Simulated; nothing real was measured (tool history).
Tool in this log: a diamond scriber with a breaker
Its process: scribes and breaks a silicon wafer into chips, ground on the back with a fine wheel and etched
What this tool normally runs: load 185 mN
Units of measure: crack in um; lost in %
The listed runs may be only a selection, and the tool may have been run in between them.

| run | day | load | incoming depth of the damage left on the back of the incoming wafer, um | crack | lost |
|---|---|---|---|---|---|
| 1 | 0.000 | 222 | 0.79 | 12.18 | 0.76 |
| 2 | 2.112 | 222 | 0.63 | 12.04 | 0.67 |
| 3 | 5.838 | 185 | 0.53 | 10.51 | 2.68 |
| 4 | 7.921 | 185 | 0.48 | 10.83 | 3.00 |
| 5 | 11.817 | 185 | 0.77 | 10.65 | 2.75 |
|  | 12.162 | diamond tip replaced by a new one |
| 6 | 14.008 | 185 | 0.49 | 11.45 | 0.83 |
| 7 | 18.383 | 185 | 0.73 | 11.53 | 1.31 |
| 8 | 20.496 | 185 | 0.66 | 11.10 | 1.39 |
| 9 | 23.121 | 185 | 0.76 | 11.13 | 1.95 |
| 10 | 27.554 | 185 | 0.39 | 11.05 | 2.15 |
| 11 | 29.483 | 185 | 0.69 | 10.78 | 2.72 |
| 12 | 33.546 | 185 | 0.34 | 10.34 | 2.75 |
| 13 | 37.212 | 185 | 0.61 | 10.39 | 3.26 |
|  | 38.075 | load on the tip recalibrated |
| 14 | 40.554 | 185 | 0.44 | 10.43 | 3.15 |
| 15 | 44.767 | 185 | 0.45 | 10.37 | 3.31 |
| 16 | 56.642 | 203 | 0.52 | 11.14 | 1.68 |
| 17 | 58.354 | 211 | 0.78 | 11.43 | 1.30 |
| 18 | 60.125 | 185 | 0.36 | 10.26 | 3.48 |
|  | 62.929 | diamond tip replaced by a new one |
| 19 | 64.517 | 185 | 0.44 | 11.59 | 0.73 |
| 20 | 71.367 | 224 | 0.68 | 13.05 | 1.38 |
| 21 | 73.188 | 233 | 0.49 | 13.27 | 2.16 |
| 22 | 77.467 | 201 | 0.69 | 12.06 | 0.79 |
| 23 | 81.862 | 185 | 0.52 | 11.38 | 1.73 |
| 24 | 89.438 | 231 | 0.33 | 12.69 | 1.05 |
| 25 | 91.300 | 138 | 0.33 | 8.56 | 12.76 |
| 26 | 92.954 | 185 | 0.56 | 10.63 | 2.21 |
| 27 | 95.462 | 234 | 0.36 | 12.81 | 1.02 |
|  | 98.175 | load on the tip recalibrated |
| 28 | 98.846 | 168 | 0.74 | 9.82 | 5.17 |
| 29 | 101.608 | 185 | 0.67 | 10.74 | 2.47 |

Consider 3 possible next runs. They are alternatives, not a sequence: every one starts from the tool as it was left by run 29. What does each give?
| A | 101.633 | 210 | 0.46 | ? | ? |
| B | 101.633 | 146 | 0.46 | ? | ? |
| C | 101.633 | 169 | 0.46 | ? | ? |

| run | crack | lost |
|---|---|---|
| A | 11.85 | 0.78 |
| B | 8.89 | 9.87 |
| C | 10.00 | 4.47 |
The same runs, with their run-to-run variation unchanged, on a tool lacking any hidden condition would have given:
| run | crack | lost |
|---|---|---|
| A | 13.52 | 1.56 |
| B | 10.15 | 3.96 |
| C | 11.42 | 1.14 |

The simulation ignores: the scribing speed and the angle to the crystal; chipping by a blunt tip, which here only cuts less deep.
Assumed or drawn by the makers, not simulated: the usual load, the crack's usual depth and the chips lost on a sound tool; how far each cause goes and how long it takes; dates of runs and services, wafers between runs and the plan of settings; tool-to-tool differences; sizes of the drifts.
